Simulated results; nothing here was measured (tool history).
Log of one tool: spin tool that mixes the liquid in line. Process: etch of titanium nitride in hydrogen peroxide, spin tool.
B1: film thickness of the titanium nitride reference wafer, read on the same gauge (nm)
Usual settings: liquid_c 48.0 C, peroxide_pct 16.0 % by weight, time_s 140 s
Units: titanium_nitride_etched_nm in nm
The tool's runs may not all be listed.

Run 1, day 0.000: usual settings but liquid_c 40.5 C; B1 90.02. Result: titanium_nitride_etched_nm 3.43 nm.
Run 2, day 3.838: usual settings but liquid_c 40.5 C; B1 90.03. Result: titanium_nitride_etched_nm 3.43 nm.
Run 3, day 7.679: usual settings but liquid_c 40.5 C; B1 90.00. Result: titanium_nitride_etched_nm 3.37 nm.
Run 4, day 10.442: usual settings; B1 89.99. Result: titanium_nitride_etched_nm 5.95 nm.
Run 5, day 12.654: usual settings but liquid_c 53.0 C; B1 90.01. Result: titanium_nitride_etched_nm 8.66 nm.
At day 14.317: peroxide flow meter replaced.
Run 6, day 14.338: usual settings but liquid_c 40.0 C, time_s 175 s; B1 89.99. Result: titanium_nitride_etched_nm 3.96 nm.
At day 16.658: heated supply line repaired.
At day 17.400: new drum of peroxide connected.
Run 7, day 17.804: usual settings but liquid_c 40.0 C, time_s 175 s; B1 89.99. Result: titanium_nitride_etched_nm 4.76 nm.
At day 17.825: gauge calibrated.
Run 8, day 20.179: usual settings but liquid_c 50.5 C; B1 90.00. Result: titanium_nitride_etched_nm 8.45 nm.
At day 21.167: thermometer replaced.
Run 9, day 23.292: usual settings; B1 90.00. Result: titanium_nitride_etched_nm 8.39 nm.
Run 10, day 26.033: usual settings; B1 90.02. Result: titanium_nitride_etched_nm 8.26 nm.
Run 11, day 27.858: usual settings but peroxide_pct 12.0 % by weight, time_s 110 s; B1 90.03. Result: titanium_nitride_etched_nm 6.17 nm.
Run 12, day 31.362: usual settings but peroxide_pct 14.5 % by weight, time_s 75 s; B1 90.00. Result: titanium_nitride_etched_nm 4.33 nm.
Run 13, day 34.612: usual settings but liquid_c 58.0 C, peroxide_pct 13.0 % by weight; B1 90.00. Result: titanium_nitride_etched_nm 15.92 nm.
Run 14, day 36.800: usual settings but time_s 100 s; B1 89.99. Result: titanium_nitride_etched_nm 5.89 nm.

5 ways to go on from here, each from the tool as it stands after run 14. What would each give?
Run A, day 36.821: usual settings but liquid_c 45.5 C; B1 ?. Result: titanium_nitride_etched_nm ?.
Run B, day 36.821: usual settings but liquid_c 53.5 C; B1 ?. Result: titanium_nitride_etched_nm ?.
Run C, day 36.821: usual settings but liquid_c 55.5 C; B1 ?. Result: titanium_nitride_etched_nm ?.
Run D, day 36.821: usual settings but liquid_c 43.0 C, time_s 115 s; B1 ?. Result: titanium_nitride_etched_nm ?.
Run E, day 36.821: usual settings but time_s 115 s; B1 ?. Result: titanium_nitride_etched_nm ?.

run     B1  titanium_nitride_etched_nm
  A  90.01                        6.66
  B  90.01                       11.95
  C  90.01                       13.77
  D  90.01                        4.53
  E  90.01                        6.59
Without the tool's hidden state the same runs would have given:
run  titanium_nitride_etched_nm
  A                        7.34
  B                       13.11
  C                       15.08
  D                        5.00
  E                        7.25

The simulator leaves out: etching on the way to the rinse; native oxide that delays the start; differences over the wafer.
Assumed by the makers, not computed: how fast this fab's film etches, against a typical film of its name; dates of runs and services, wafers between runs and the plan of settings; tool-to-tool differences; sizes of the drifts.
